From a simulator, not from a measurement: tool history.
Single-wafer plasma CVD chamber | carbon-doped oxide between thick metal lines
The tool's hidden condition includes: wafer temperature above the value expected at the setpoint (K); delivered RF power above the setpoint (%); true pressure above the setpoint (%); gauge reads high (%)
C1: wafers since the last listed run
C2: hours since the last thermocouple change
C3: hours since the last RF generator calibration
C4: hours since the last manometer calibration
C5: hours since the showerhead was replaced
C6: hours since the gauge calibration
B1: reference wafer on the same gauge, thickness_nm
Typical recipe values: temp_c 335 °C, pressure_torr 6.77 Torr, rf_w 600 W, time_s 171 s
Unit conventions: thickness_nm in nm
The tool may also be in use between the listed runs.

Run 1, day 0: usual settings but pressure_torr 7.67 Torr, rf_w 695 W; C1 0; C2 1955.2; C3 813.5; C4 2361.7; C5 8626.7; C6 274.8; B1 930.432. Result: thickness_nm 1184.081 nm.
Run 2, day 0.483: usual settings but pressure_torr 7.67 Torr, rf_w 695 W; C1 97; C2 1966.8; C3 825.1; C4 2373.3; C5 8638.3; C6 286.4; B1 929.046. Result: thickness_nm 1175.927 nm.
At day 0.983: showerhead replaced.
Run 3, day 1.004: usual settings but pressure_torr 7.71 Torr; C1 37; C2 1979.3; C3 837.6; C4 2385.8; C5 0.5; C6 298.9; B1 929.792. Result: thickness_nm 1041.86 nm.
At day 1.792: RF generator calibrated.
Run 4, day 1.812: usual settings; C1 95; C2 1998.7; C3 0.5; C4 2405.2; C5 19.9; C6 318.3; B1 928.95. Result: thickness_nm 1006.181 nm.
Run 5, day 1.958: usual settings; C1 29; C2 2002.2; C3 4; C4 2408.7; C5 23.4; C6 321.8; B1 928.91. Result: thickness_nm 1003.238 nm.
Run 6, day 2.471: usual settings; C1 103; C2 2014.5; C3 16.3; C4 2421; C5 35.7; C6 334.1; B1 931.118. Result: thickness_nm 1001.267 nm.
Run 7, day 2.779: usual settings; C1 62; C2 2021.9; C3 23.7; C4 2428.4; C5 43.1; C6 341.5; B1 929.413. Result: thickness_nm 1000.8 nm.
Run 8, day 3.238: usual settings; C1 92; C2 2032.9; C3 34.7; C4 2439.4; C5 54.1; C6 352.5; B1 930.313. Result: thickness_nm 997.504 nm.
Run 9, day 3.812: usual settings; C1 116; C2 2046.7; C3 48.5; C4 2453.2; C5 67.9; C6 366.3; B1 929.821. Result: thickness_nm 1002.157 nm.
Run 10, day 4.233: usual settings but pressure_torr 7.63 Torr; C1 84; C2 2056.8; C3 58.6; C4 2463.3; C5 78; C6 376.4; B1 931.285. Result: thickness_nm 1009.21 nm.
Run 11, day 4.688: usual settings but temp_c 326 °C, pressure_torr 5.33 Torr, time_s 196 s; C1 91; C2 2067.7; C3 69.5; C4 2474.2; C5 88.9; C6 387.3; B1 930.608. Result: thickness_nm 1125.38 nm.
At day 5.25: thermocouple changed; heater temperature recalibrated.
At day 5.329: RF generator calibrated, repeated, since the last time left the tool worse.
Run 12, day 5.35: usual settings; C1 50; C2 2.4; C3 0.5; C4 2490.1; C5 104.8; C6 403.2; B1 928.722. Result: thickness_nm 1071.008 nm.
Run 13, day 5.462: usual settings; C1 22; C2 5.1; C3 3.2; C4 2492.8; C5 107.5; C6 405.9; B1 929.744. Result: thickness_nm 1068.644 nm.
At day 5.521: gauge calibrated.
Run 14, day 5.838: usual settings but pressure_torr 8.44 Torr, rf_w 690 W, time_s 190 s; C1 75; C2 14.1; C3 12.2; C4 2501.8; C5 116.5; C6 7.6; B1 930.719. Result: thickness_nm 1352.36 nm.
At day 6.338: capacitance manometer re-zeroed and calibrated.
Run 15, day 6.408: usual settings but temp_c 328 °C, pressure_torr 8.23 Torr, rf_w 700 W, time_s 180 s; C1 47; C2 27.8; C3 25.9; C4 1.7; C5 130.2; C6 21.3; B1 930.517. Result: thickness_nm 1329.733 nm.
Run 16, day 6.708: usual settings but temp_c 343 °C, pressure_torr 5.49 Torr, rf_w 630 W, time_s 190 s; C1 60; C2 35; C3 33.1; C4 8.9; C5 137.4; C6 28.5; B1 928.937. Result: thickness_nm 1147.884 nm.
Run 17, day 7.338: usual settings but rf_w 555 W; C1 127; C2 50.1; C3 48.2; C4 24; C5 152.5; C6 43.6; B1 929.776. Result: thickness_nm 1002.156 nm.
Run 18, day 7.738: usual settings but temp_c 343 °C, pressure_torr 8.36 Torr, rf_w 685 W, time_s 189 s; C1 80; C2 59.7; C3 57.8; C4 33.6; C5 162.1; C6 53.2; B1 929.189. Result: thickness_nm 1300.359 nm.
Run 19, day 8.308: usual settings but time_s 184 s; C1 115; C2 73.4; C3 71.5; C4 47.3; C5 175.8; C6 66.9; B1 930.989. Result: thickness_nm 1145.19 nm.
Run 20, day 8.967: usual settings but pressure_torr 5.2 Torr, time_s 187 s; C1 132; C2 89.2; C3 87.3; C4 63.1; C5 191.6; C6 82.7; B1 930.263. Result: thickness_nm 1104.668 nm.
Run 21, day 9.354: usual settings but time_s 192 s; C1 78; C2 98.5; C3 96.6; C4 72.4; C5 200.9; C6 92; B1 930.926. Result: thickness_nm 1204.412 nm.
Run 22, day 9.712: usual settings but temp_c 345 °C, pressure_torr 6.14 Torr, rf_w 645 W, time_s 199 s; C1 72; C2 107.1; C3 105.2; C4 81; C5 209.5; C6 100.6; B1 928.692. Result: thickness_nm 1253.319 nm.
Run 23, day 10.367: usual settings; C1 132; C2 122.8; C3 120.9; C4 96.7; C5 225.2; C6 116.3; B1 930.092. Result: thickness_nm 1067.747 nm.
Run 24, day 11.012: usual settings; C1 130; C2 138.3; C3 136.4; C4 112.2; C5 240.7; C6 131.8; B1 930.464. Result: thickness_nm 1066.729 nm.
Run 25, day 11.458: usual settings but temp_c 322 °C, pressure_torr 7.97 Torr; C1 89; C2 149; C3 147.1; C4 122.9; C5 251.4; C6 142.5; B1 930.622. Result: thickness_nm 1132.456 nm.
Run 26, day 12.167: usual settings but temp_c 345 °C, pressure_torr 5.61 Torr, rf_w 705 W, time_s 193 s; C1 142; C2 166; C3 164.1; C4 139.9; C5 268.4; C6 159.5; B1 930.369. Result: thickness_nm 1273.959 nm.
Run 27, day 12.833: usual settings; C1 134; C2 182; C3 180.1; C4 155.9; C5 284.4; C6 175.5; B1 930.613. Result: thickness_nm 1059.655 nm.

What the log doesn't show, run by run:
wafer temperature above the value expected at the setpoint (K): 0 on each run
true pressure above the setpoint (%): 0 on each run
gauge reads high (%): 0 on each run
H1: delivered RF power above the setpoint (%)
run      H1
  1   -3.74
  2    -3.8
  3   -3.85
  4    -7.5
  5   -7.51
  6   -7.57
  7    -7.6
  8   -7.65
  9   -7.72
 10   -7.76
 11   -7.81
 12  -0.162
 13  -0.174
 14  -0.215
 15  -0.277
 16   -0.31
 17  -0.379
 18  -0.422
 19  -0.485
 20  -0.557
 21  -0.599
 22  -0.638
 23   -0.71
 24   -0.78
 25  -0.829
 26  -0.906
 27  -0.979
